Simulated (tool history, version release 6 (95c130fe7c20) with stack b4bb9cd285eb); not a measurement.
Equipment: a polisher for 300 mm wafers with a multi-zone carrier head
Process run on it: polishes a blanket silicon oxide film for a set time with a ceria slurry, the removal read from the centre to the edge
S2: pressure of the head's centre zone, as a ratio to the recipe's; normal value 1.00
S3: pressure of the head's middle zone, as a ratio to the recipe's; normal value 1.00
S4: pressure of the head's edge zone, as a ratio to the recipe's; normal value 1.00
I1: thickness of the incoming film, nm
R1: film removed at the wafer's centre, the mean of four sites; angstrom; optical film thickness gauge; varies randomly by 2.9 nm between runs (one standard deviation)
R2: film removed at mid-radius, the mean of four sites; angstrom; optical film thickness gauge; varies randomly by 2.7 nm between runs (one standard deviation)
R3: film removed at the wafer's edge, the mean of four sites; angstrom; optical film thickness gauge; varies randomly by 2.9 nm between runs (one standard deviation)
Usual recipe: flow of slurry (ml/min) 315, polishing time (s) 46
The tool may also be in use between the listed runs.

run 1 hour=0.0 | flow_of_slurry_(ml/min)=355 S2=1.00 S3=1.00 S4=1.05 polishing_time_(s)=46 | I1=778.2 | R1=2423 R2=2487 R3=2571
run 2 hour=66.5 | flow_of_slurry_(ml/min)=355 S2=1.00 S3=1.00 S4=1.05 polishing_time_(s)=46 | I1=773.9 | R1=2448 R2=2474 R3=2527
run 3 hour=111.7 | flow_of_slurry_(ml/min)=315 S2=1.00 S3=1.00 S4=1.07 polishing_time_(s)=46 | I1=786.8 | R1=2382 R2=2442 R3=2579
run 4 hour=208.2 | flow_of_slurry_(ml/min)=315 S2=1.00 S3=1.00 S4=1.07 polishing_time_(s)=46 | I1=770.3 | R1=2335 R2=2442 R3=2582
run 5 hour=297.7 | flow_of_slurry_(ml/min)=315 S2=1.00 S3=1.00 S4=1.07 polishing_time_(s)=46 | I1=772.3 | R1=2351 R2=2454 R3=2561
run 6 hour=368.2 | flow_of_slurry_(ml/min)=285 S2=1.00 S3=1.00 S4=1.00 polishing_time_(s)=46 | I1=770.9 | R1=2358 R2=2412 R3=2419
run 7 hour=422.9 | flow_of_slurry_(ml/min)=285 S2=1.00 S3=1.00 S4=1.00 polishing_time_(s)=46 | I1=779.0 | R1=2355 R2=2478 R3=2481
run 8 hour=512.1 | flow_of_slurry_(ml/min)=285 S2=1.00 S3=1.00 S4=1.00 polishing_time_(s)=46 | I1=787.3 | R1=2379 R2=2420 R3=2456
run 9 hour=570.4 | flow_of_slurry_(ml/min)=315 S2=1.00 S3=1.00 S4=1.00 polishing_time_(s)=46 | I1=770.0 | R1=2392 R2=2433 R3=2439
run 10 hour=638.5 | flow_of_slurry_(ml/min)=355 S2=1.00 S3=1.00 S4=0.90 polishing_time_(s)=46 | I1=785.5 | R1=2424 R2=2494 R3=2346
run 11 hour=681.2 | flow_of_slurry_(ml/min)=355 S2=1.00 S3=1.00 S4=1.05 polishing_time_(s)=46 | I1=791.5 | R1=2391 R2=2441 R3=2530
run 12 hour=762.6 | flow_of_slurry_(ml/min)=315 S2=1.00 S3=0.89 S4=1.00 polishing_time_(s)=46 | I1=795.6 | R1=2373 R2=2217 R3=2426
run 13 hour=826.4 | flow_of_slurry_(ml/min)=315 S2=1.00 S3=1.00 S4=0.94 polishing_time_(s)=57 | I1=775.0 | R1=2918 R2=3086 R3=2902
run 14 hour=919.0 | flow_of_slurry_(ml/min)=315 S2=1.00 S3=1.00 S4=1.00 polishing_time_(s)=46 | I1=777.5 | R1=2380 R2=2436 R3=2473
run 15 hour=985.2 | flow_of_slurry_(ml/min)=420 S2=1.10 S3=0.97 S4=1.11 polishing_time_(s)=46 | I1=788.3 | R1=2713 R2=2488 R3=2678
run 16 hour=1038.4 | flow_of_slurry_(ml/min)=315 S2=1.00 S3=0.93 S4=1.04 polishing_time_(s)=46 | I1=796.1 | R1=2374 R2=2334 R3=2516
run 17 hour=1113.2 | flow_of_slurry_(ml/min)=390 S2=1.00 S3=1.00 S4=1.00 polishing_time_(s)=46 | I1=780.6 | R1=2418 R2=2487 R3=2474
run 18 hour=1186.5 | flow_of_slurry_(ml/min)=315 S2=1.00 S3=1.00 S4=0.94 polishing_time_(s)=46 | I1=781.4 | R1=2355 R2=2436 R3=2344
run 19 hour=1273.4 | flow_of_slurry_(ml/min)=315 S2=1.00 S3=1.00 S4=1.00 polishing_time_(s)=46 | I1=795.9 | R1=2379 R2=2465 R3=2483

The log once held 12 entries between its listed runs, left out of this copy. Where does each go, and what is different about the tool's unlogged condition between the listed run before it and the listed run after it?
In the gap between runs 3 and 4: centre zone pressure recalibrated (hour 196.3)
  both runs share identical hidden conditions
In the gap between runs 4 and 5: worn pad replaced by a new one (hour 230.9)
  both runs share identical hidden conditions
In the gap between runs 7 and 8: edge zone pressure recalibrated (hour 459.4); worn pad replaced by a new one (hour 486.4)
  both runs share identical hidden conditions
In the gap between runs 8 and 9: carrier head's membrane replaced by a new one (hour 568.9)
  both runs share identical hidden conditions
In the gap between runs 9 and 10: centre zone pressure recalibrated (hour 579.2)
  both runs share identical hidden conditions
In the gap between runs 11 and 12: slurry nozzle cleaned (hour 715.8); worn pad replaced by a new one (hour 721.9)
  both runs share identical hidden conditions
In the gap between runs 15 and 16: edge zone pressure recalibrated (hour 988.6); worn pad replaced by a new one (hour 1007.2); centre zone pressure recalibrated (hour 1033.4)
  both runs share identical hidden conditions
In the gap between runs 18 and 19: worn pad replaced by a new one (hour 1229.7)
  both runs share identical hidden conditions

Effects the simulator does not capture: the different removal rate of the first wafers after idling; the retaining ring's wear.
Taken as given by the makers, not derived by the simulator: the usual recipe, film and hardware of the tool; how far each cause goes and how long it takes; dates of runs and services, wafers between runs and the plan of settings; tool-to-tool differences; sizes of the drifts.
